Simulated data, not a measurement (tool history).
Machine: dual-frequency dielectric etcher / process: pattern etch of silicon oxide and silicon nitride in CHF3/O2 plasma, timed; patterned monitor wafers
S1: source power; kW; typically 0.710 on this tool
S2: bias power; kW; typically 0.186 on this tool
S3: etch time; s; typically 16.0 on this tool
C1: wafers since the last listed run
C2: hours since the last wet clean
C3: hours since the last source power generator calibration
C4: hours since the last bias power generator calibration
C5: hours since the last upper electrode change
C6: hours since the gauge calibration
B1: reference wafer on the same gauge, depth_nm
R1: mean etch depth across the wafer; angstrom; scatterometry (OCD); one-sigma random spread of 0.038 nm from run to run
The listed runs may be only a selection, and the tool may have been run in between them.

| run | hour | S1 | S2 | S3 | C1 | C2 | C3 | C4 | C5 | C6 | B1 | R1 |
|---|---|---|---|---|---|---|---|---|---|---|---|---|
| 1 | 0.0 | 0.710 | 0.186 | 16.0 | 0 | 309.2 | 4932.8 | 4195.9 | 4649.8 | 235.4 | 22.49 | 251.8 |
| 2 | 15.6 | 0.710 | 0.186 | 16.0 | 294 | 324.8 | 4948.4 | 4211.5 | 4665.4 | 251.0 | 22.51 | 251.3 |
| 3 | 47.9 | 0.710 | 0.186 | 16.0 | 609 | 357.1 | 4980.7 | 4243.8 | 4697.7 | 283.3 | 22.50 | 252.3 |
| 4 | 60.8 | 0.710 | 0.186 | 16.0 | 243 | 370.0 | 4993.6 | 4256.7 | 4710.6 | 296.2 | 22.50 | 252.2 |
| 5 | 78.1 | 0.710 | 0.186 | 16.0 | 326 | 387.3 | 5010.9 | 4274.0 | 4727.9 | 313.5 | 22.51 | 252.7 |
| 6 | 102.0 | 0.710 | 0.186 | 16.0 | 450 | 411.2 | 5034.8 | 4297.9 | 4751.8 | 337.4 | 22.51 | 251.7 |
|  | 121.5 | gauge calibrated |
| 7 | 134.9 | 0.710 | 0.186 | 16.0 | 620 | 444.1 | 5067.7 | 4330.8 | 4784.7 | 13.4 | 22.50 | 252.3 |
| 8 | 155.6 | 0.710 | 0.186 | 16.0 | 390 | 464.8 | 5088.4 | 4351.5 | 4805.4 | 34.1 | 22.50 | 252.2 |
|  | 200.0 | bias power generator calibrated |
|  | 201.7 | wet clean of the chamber |
| 9 | 202.2 | 0.710 | 0.186 | 16.0 | 772 | 0.5 | 5135.0 | 2.2 | 4852.0 | 80.7 | 22.50 | 251.2 |
| 10 | 204.7 | 0.650 | 0.186 | 16.0 | 47 | 3.0 | 5137.5 | 4.7 | 4854.5 | 83.2 | 22.50 | 243.4 |
| 11 | 220.9 | 0.650 | 0.186 | 16.0 | 305 | 19.2 | 5153.7 | 20.9 | 4870.7 | 99.4 | 22.49 | 242.8 |
| 12 | 237.9 | 0.710 | 0.186 | 16.0 | 320 | 36.2 | 5170.7 | 37.9 | 4887.7 | 116.4 | 22.50 | 251.5 |
|  | 251.8 | source power generator calibrated |
| 13 | 270.7 | 0.710 | 0.186 | 16.0 | 543 | 69.0 | 18.9 | 70.7 | 4920.5 | 149.2 | 22.50 | 250.8 |
| 14 | 323.7 | 0.710 | 0.186 | 16.0 | 1000 | 122.0 | 71.9 | 123.7 | 4973.5 | 202.2 | 22.48 | 251.8 |
| 15 | 340.8 | 0.710 | 0.186 | 16.0 | 322 | 139.1 | 89.0 | 140.8 | 4990.6 | 219.3 | 22.50 | 251.9 |
| 16 | 363.4 | 0.650 | 0.216 | 16.0 | 426 | 161.7 | 111.6 | 163.4 | 5013.2 | 241.9 | 22.49 | 257.8 |
| 17 | 381.5 | 0.710 | 0.167 | 11.5 | 341 | 179.8 | 129.7 | 181.5 | 5031.3 | 260.0 | 22.51 | 173.3 |
| 18 | 413.2 | 0.770 | 0.159 | 11.5 | 598 | 211.5 | 161.4 | 213.2 | 5063.0 | 291.7 | 22.50 | 176.3 |
|  | 437.5 | gauge calibrated |
| 19 | 448.6 | 0.760 | 0.148 | 19.5 | 667 | 246.9 | 196.8 | 248.6 | 5098.4 | 11.1 | 22.51 | 288.9 |
|  | 485.8 | upper electrode replaced |
| 20 | 486.3 | 0.830 | 0.171 | 18.0 | 258 | 284.6 | 234.5 | 286.3 | 0.5 | 48.8 | 22.49 | 291.4 |
| 21 | 491.3 | 0.710 | 0.186 | 16.0 | 94 | 289.6 | 239.5 | 291.3 | 5.5 | 53.8 | 22.50 | 252.2 |
| 22 | 521.0 | 0.570 | 0.174 | 13.0 | 560 | 319.3 | 269.2 | 321.0 | 35.2 | 83.5 | 22.51 | 183.0 |
| 23 | 556.0 | 0.710 | 0.186 | 16.0 | 660 | 354.3 | 304.2 | 356.0 | 70.2 | 118.5 | 22.51 | 252.7 |
| 24 | 585.2 | 0.710 | 0.209 | 20.0 | 550 | 383.5 | 333.4 | 385.2 | 99.4 | 147.7 | 22.50 | 330.1 |
| 25 | 613.2 | 0.570 | 0.158 | 18.5 | 528 | 411.5 | 361.4 | 413.2 | 127.4 | 175.7 | 22.51 | 250.9 |

Here are 5 independent what-if runs from the current tool condition. What would each one return?
| A | 613.6 | 0.780 | 0.186 | 16.0 | 7 | 411.9 | 361.8 | 413.6 | 127.8 | 176.1 | ? | ? |
| B | 613.6 | 0.820 | 0.230 | 16.0 | 7 | 411.9 | 361.8 | 413.6 | 127.8 | 176.1 | ? | ? |
| C | 613.6 | 0.710 | 0.209 | 20.5 | 7 | 411.9 | 361.8 | 413.6 | 127.8 | 176.1 | ? | ? |
| D | 613.6 | 0.890 | 0.199 | 20.0 | 7 | 411.9 | 361.8 | 413.6 | 127.8 | 176.1 | ? | ? |
| E | 613.6 | 0.710 | 0.208 | 16.0 | 7 | 411.9 | 361.8 | 413.6 | 127.8 | 176.1 | ? | ? |

| run | B1 | R1 |
|---|---|---|
| A | 22.49 | 262.4 |
| B | 22.49 | 290.7 |
| C | 22.49 | 339.2 |
| D | 22.49 | 354.6 |
| E | 22.49 | 264.2 |
What these runs would have given with no unlogged condition in the tool:
| run | R1 |
|---|---|
| A | 260.6 |
| B | 288.7 |
| C | 336.9 |
| D | 352.2 |
| E | 262.4 |
